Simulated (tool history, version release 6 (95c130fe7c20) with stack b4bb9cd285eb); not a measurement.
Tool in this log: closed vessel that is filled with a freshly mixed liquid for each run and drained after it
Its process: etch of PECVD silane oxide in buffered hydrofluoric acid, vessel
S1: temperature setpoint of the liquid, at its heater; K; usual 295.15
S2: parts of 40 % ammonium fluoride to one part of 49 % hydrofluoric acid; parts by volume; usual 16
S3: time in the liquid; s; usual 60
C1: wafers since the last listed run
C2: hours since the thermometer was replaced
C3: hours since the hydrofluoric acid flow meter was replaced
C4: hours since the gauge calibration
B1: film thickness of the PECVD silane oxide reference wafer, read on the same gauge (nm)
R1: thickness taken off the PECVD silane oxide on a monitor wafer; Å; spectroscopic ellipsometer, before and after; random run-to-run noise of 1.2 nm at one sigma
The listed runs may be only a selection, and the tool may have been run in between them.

run 1 hour=0 | S1=296.65 S2=16 S3=70 | C1=0 C2=1167.6 C3=1202.9 C4=257.6 | B1=60 | R1=1749.8
run 2 hour=65.1 | S1=296.65 S2=16 S3=70 | C1=9400 C2=1232.7 C3=1268 C4=322.7 | B1=60 | R1=1753.1
run 3 hour=122.4 | S1=295.15 S2=16 S3=60 | C1=8274 C2=1290 C3=1325.3 C4=380 | B1=60 | R1=1379.7
run 4 hour=188 | S1=295.15 S2=14 S3=60 | C1=9473 C2=1355.6 C3=1390.9 C4=445.6 | B1=60.02 | R1=1609.1
run 5 hour=212.7 | S1=295.15 S2=14 S3=60 | C1=3566 C2=1380.3 C3=1415.6 C4=470.3 | B1=60 | R1=1598.1
run 6 hour=263.8 | S1=295.15 S2=14.5 S3=75 | C1=7379 C2=1431.4 C3=1466.7 C4=521.4 | B1=60.01 | R1=1927.1
run 7 hour=291.7 | S1=295.15 S2=14.5 S3=75 | C1=4028 C2=1459.3 C3=1494.6 C4=549.3 | B1=60 | R1=1910.6
run 8 hour=319.9 | S1=295.15 S2=16 S3=60 | C1=4072 C2=1487.5 C3=1522.8 C4=577.5 | B1=59.98 | R1=1401.9
run 9 hour=351.6 | S1=295.15 S2=16 S3=60 | C1=4577 C2=1519.2 C3=1554.5 C4=609.2 | B1=60 | R1=1398.5
run 10 hour=390 | S1=295.15 S2=16 S3=55 | C1=5545 C2=1557.6 C3=1592.9 C4=647.6 | B1=60.02 | R1=1295.1
run 11 hour=446.7 | S1=295.15 S2=16 S3=60 | C1=8187 C2=1614.3 C3=1649.6 C4=704.3 | B1=60.02 | R1=1420.3
run 12 hour=471.2 | S1=295.15 S2=16 S3=60 | C1=3537 C2=1638.8 C3=1674.1 C4=728.8 | B1=59.98 | R1=1419.3
run 13 hour=503.7 | S1=295.15 S2=16 S3=60 | C1=4693 C2=1671.3 C3=1706.6 C4=761.3 | B1=59.98 | R1=1421.3
-- hour=576.1 thermometer replaced
run 14 hour=585 | S1=297.65 S2=16 S3=60 | C1=11595 C2=8.9 C3=1787.9 C4=842.6 | B1=60 | R1=1629.9
-- hour=703.5 hydrofluoric acid flow meter replaced
run 15 hour=723.8 | S1=298.15 S2=10 S3=60 | C1=19899 C2=147.7 C3=20.3 C4=981.4 | B1=59.99 | R1=2430.2
run 16 hour=756.8 | S1=295.15 S2=16 S3=60 | C1=4765 C2=180.7 C3=53.3 C4=1014.4 | B1=60.01 | R1=1297.5
-- hour=770.5 gauge calibrated
run 17 hour=791.6 | S1=295.15 S2=16 S3=60 | C1=5025 C2=215.5 C3=88.1 C4=21.1 | B1=59.98 | R1=1294.6
run 18 hour=831.7 | S1=291.65 S2=21.5 S3=35 | C1=5790 C2=255.6 C3=128.2 C4=61.2 | B1=60 | R1=478.2
run 19 hour=869.7 | S1=295.15 S2=16 S3=60 | C1=5487 C2=293.6 C3=166.2 C4=99.2 | B1=60.04 | R1=1316.7
run 20 hour=898.8 | S1=290.65 S2=16 S3=85 | C1=4202 C2=322.7 C3=195.3 C4=128.3 | B1=60.01 | R1=1423.8
run 21 hour=952.7 | S1=297.65 S2=16 S3=90 | C1=7783 C2=376.6 C3=249.2 C4=182.2 | B1=59.98 | R1=2297.1
run 22 hour=1017.1 | S1=292.65 S2=16 S3=60 | C1=9299 C2=441 C3=313.6 C4=246.6 | B1=59.99 | R1=1137.3
run 23 hour=1055.2 | S1=295.15 S2=16 S3=45 | C1=5501 C2=479.1 C3=351.7 C4=284.7 | B1=60.03 | R1=983
run 24 hour=1082.1 | S1=292.15 S2=9.5 S3=60 | C1=3884 C2=506 C3=378.6 C4=311.6 | B1=60 | R1=1808.3
run 25 hour=1137.8 | S1=295.15 S2=16 S3=60 | C1=8043 C2=561.7 C3=434.3 C4=367.3 | B1=59.99 | R1=1346.9
run 26 hour=1171.6 | S1=290.65 S2=16 S3=60 | C1=4880 C2=595.5 C3=468.1 C4=401.1 | B1=60 | R1=1031.8
run 27 hour=1210 | S1=295.15 S2=16 S3=55 | C1=5545 C2=633.9 C3=506.5 C4=439.5 | B1=59.98 | R1=1238.6

Below are 4 alternative next runs, each starting from the tool's condition after run 27. Predict each:
run A hour=1210.7 | S1=295.15 S2=16 S3=60 | C1=101 C2=634.6 C3=507.2 C4=440.2 | B1=? | R1=?
run B hour=1210.7 | S1=297.65 S2=13.5 S3=30 | C1=101 C2=634.6 C3=507.2 C4=440.2 | B1=? | R1=?
run C hour=1210.7 | S1=296.65 S2=16 S3=60 | C1=101 C2=634.6 C3=507.2 C4=440.2 | B1=? | R1=?
run D hour=1210.7 | S1=295.15 S2=17.5 S3=60 | C1=101 C2=634.6 C3=507.2 C4=440.2 | B1=? | R1=?

run=A B1=59.98 R1=1328.7
run=B B1=59.98 R1=900.4
run=C B1=59.98 R1=1443.2
run=D B1=59.98 R1=1216.5
What these runs would have given with no unlogged condition in the tool:
run=A R1=1292.1
run=B R1=875.7
run=C R1=1403.4
run=D R1=1182.9

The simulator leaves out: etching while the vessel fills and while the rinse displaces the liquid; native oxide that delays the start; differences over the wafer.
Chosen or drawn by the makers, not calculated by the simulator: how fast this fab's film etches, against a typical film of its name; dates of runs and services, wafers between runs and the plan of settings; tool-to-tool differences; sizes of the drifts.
